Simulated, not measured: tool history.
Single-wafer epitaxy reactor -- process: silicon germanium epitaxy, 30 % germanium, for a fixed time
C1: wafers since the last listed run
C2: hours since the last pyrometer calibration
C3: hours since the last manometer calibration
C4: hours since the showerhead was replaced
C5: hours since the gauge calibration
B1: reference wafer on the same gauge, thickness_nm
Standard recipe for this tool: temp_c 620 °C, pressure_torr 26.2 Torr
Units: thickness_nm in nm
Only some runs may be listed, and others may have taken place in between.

Run 1, hour 0.0: usual settings but temp_c 610 °C; C1 0; C2 2630.8; C3 1227.7; C4 4548.4; C5 340.6; B1 78.705. Result: thickness_nm 68.853 nm.
Run 2, hour 12.2: usual settings but temp_c 610 °C; C1 260; C2 2643.0; C3 1239.9; C4 4560.6; C5 352.8; B1 78.711. Result: thickness_nm 68.593 nm.
Run 3, hour 23.1: usual settings but pressure_torr 23.0 Torr; C1 232; C2 2653.9; C3 1250.8; C4 4571.5; C5 363.7; B1 78.707. Result: thickness_nm 80.446 nm.
Run 4, hour 48.8: usual settings but pressure_torr 23.0 Torr; C1 547; C2 2679.6; C3 1276.5; C4 4597.2; C5 389.4; B1 78.693. Result: thickness_nm 80.360 nm.
Run 5, hour 63.3: usual settings but pressure_torr 23.0 Torr; C1 309; C2 2694.1; C3 1291.0; C4 4611.7; C5 403.9; B1 78.692. Result: thickness_nm 80.088 nm.
At hour 70.6: gauge calibrated.
Run 6, hour 87.1: usual settings but temp_c 631 °C; C1 507; C2 2717.9; C3 1314.8; C4 4635.5; C5 16.5; B1 78.706. Result: thickness_nm 104.891 nm.
At hour 107.4: pyrometer calibrated.
Run 7, hour 107.9: usual settings but temp_c 631 °C; C1 272; C2 0.5; C3 1335.6; C4 4656.3; C5 37.3; B1 78.698. Result: thickness_nm 114.090 nm.
Run 8, hour 117.1: usual settings but temp_c 631 °C; C1 196; C2 9.7; C3 1344.8; C4 4665.5; C5 46.5; B1 78.701. Result: thickness_nm 113.717 nm.
At hour 150.0: capacitance manometer re-zeroed and calibrated.
Run 9, hour 161.8: usual settings; C1 782; C2 54.4; C3 11.8; C4 4710.2; C5 91.2; B1 78.656. Result: thickness_nm 88.715 nm.
At hour 180.1: showerhead replaced.
Run 10, hour 180.6: usual settings; C1 230; C2 73.2; C3 30.6; C4 0.5; C5 110.0; B1 78.725. Result: thickness_nm 89.123 nm.
Run 11, hour 187.5: usual settings; C1 147; C2 80.1; C3 37.5; C4 7.4; C5 116.9; B1 78.674. Result: thickness_nm 88.926 nm.
Run 12, hour 198.6: usual settings; C1 236; C2 91.2; C3 48.6; C4 18.5; C5 128.0; B1 78.719. Result: thickness_nm 89.095 nm.
Run 13, hour 230.8: usual settings but temp_c 634 °C, pressure_torr 28.2 Torr; C1 686; C2 123.4; C3 80.8; C4 50.7; C5 160.2; B1 78.698. Result: thickness_nm 120.412 nm.
Run 14, hour 239.1: usual settings but temp_c 633 °C, pressure_torr 21.7 Torr; C1 176; C2 131.7; C3 89.1; C4 59.0; C5 168.5; B1 78.700. Result: thickness_nm 106.918 nm.
Run 15, hour 271.9: usual settings but pressure_torr 21.0 Torr; C1 699; C2 164.5; C3 121.9; C4 91.8; C5 201.3; B1 78.699. Result: thickness_nm 81.736 nm.
Run 16, hour 286.2: usual settings but temp_c 611 °C, pressure_torr 21.5 Torr; C1 304; C2 178.8; C3 136.2; C4 106.1; C5 215.6; B1 78.680. Result: thickness_nm 68.770 nm.
Run 17, hour 300.1: usual settings; C1 296; C2 192.7; C3 150.1; C4 120.0; C5 229.5; B1 78.665. Result: thickness_nm 89.067 nm.
Run 18, hour 312.0: usual settings but temp_c 629 °C, pressure_torr 22.9 Torr; C1 253; C2 204.6; C3 162.0; C4 131.9; C5 241.4; B1 78.730. Result: thickness_nm 101.430 nm.
Run 19, hour 328.9: usual settings but temp_c 629 °C, pressure_torr 23.3 Torr; C1 360; C2 221.5; C3 178.9; C4 148.8; C5 258.3; B1 78.681. Result: thickness_nm 101.863 nm.
Run 20, hour 343.0: usual settings; C1 300; C2 235.6; C3 193.0; C4 162.9; C5 272.4; B1 78.685. Result: thickness_nm 89.265 nm.
Run 21, hour 360.0: usual settings; C1 362; C2 252.6; C3 210.0; C4 179.9; C5 289.4; B1 78.695. Result: thickness_nm 89.612 nm.
Run 22, hour 375.3: usual settings but temp_c 626 °C, pressure_torr 21.7 Torr; C1 326; C2 267.9; C3 225.3; C4 195.2; C5 304.7; B1 78.740. Result: thickness_nm 93.577 nm.
Run 23, hour 386.5: usual settings but temp_c 629 °C; C1 238; C2 279.1; C3 236.5; C4 206.4; C5 315.9; B1 78.717. Result: thickness_nm 106.936 nm.
Run 24, hour 393.1: usual settings; C1 140; C2 285.7; C3 243.1; C4 213.0; C5 322.5; B1 78.703. Result: thickness_nm 89.110 nm.
Run 25, hour 410.2: usual settings but temp_c 609 °C, pressure_torr 22.4 Torr; C1 364; C2 302.8; C3 260.2; C4 230.1; C5 339.6; B1 78.681. Result: thickness_nm 67.113 nm.
Run 26, hour 422.4: usual settings but temp_c 609 °C, pressure_torr 29.7 Torr; C1 260; C2 315.0; C3 272.4; C4 242.3; C5 351.8; B1 78.722. Result: thickness_nm 74.832 nm.
Run 27, hour 429.3: usual settings but temp_c 605 °C, pressure_torr 24.4 Torr; C1 147; C2 321.9; C3 279.3; C4 249.2; C5 358.7; B1 78.725. Result: thickness_nm 63.855 nm.
Run 28, hour 440.8: usual settings; C1 245; C2 333.4; C3 290.8; C4 260.7; C5 370.2; B1 78.695. Result: thickness_nm 88.958 nm.
Run 29, hour 452.5: usual settings but temp_c 631 °C, pressure_torr 28.5 Torr; C1 249; C2 345.1; C3 302.5; C4 272.4; C5 381.9; B1 78.701. Result: thickness_nm 114.342 nm.
Run 30, hour 467.3: usual settings but temp_c 609 °C, pressure_torr 19.8 Torr; C1 315; C2 359.9; C3 317.3; C4 287.2; C5 396.7; B1 78.703. Result: thickness_nm 64.055 nm.
Run 31, hour 482.3: usual settings but temp_c 611 °C, pressure_torr 31.6 Torr; C1 319; C2 374.9; C3 332.3; C4 302.2; C5 411.7; B1 78.737. Result: thickness_nm 79.808 nm.
At hour 485.2: gauge calibrated.
Run 32, hour 488.9: usual settings but temp_c 626 °C, pressure_torr 31.1 Torr; C1 140; C2 381.5; C3 338.9; C4 308.8; C5 3.7; B1 78.741. Result: thickness_nm 107.236 nm.
Run 33, hour 504.3: usual settings but temp_c 610 °C, pressure_torr 29.5 Torr; C1 328; C2 396.9; C3 354.3; C4 324.2; C5 19.1; B1 78.719. Result: thickness_nm 76.316 nm.
Run 34, hour 510.9: usual settings but temp_c 613 °C, pressure_torr 22.7 Torr; C1 140; C2 403.5; C3 360.9; C4 330.8; C5 25.7; B1 78.660. Result: thickness_nm 73.059 nm.

For run 35, what comes out?
Run 35, hour 520.6: usual settings but temp_c 610 °C, pressure_torr 20.5 Torr; C1 206; C2 413.2; C3 370.6; C4 340.5; C5 35.4; B1 ?. Result: thickness_nm ?.

B1: 78.739
thickness_nm: 65.881 nm
On a tool with no hidden condition, and with the same random variation, this run would have come out at thickness_nm 66.676 nm.
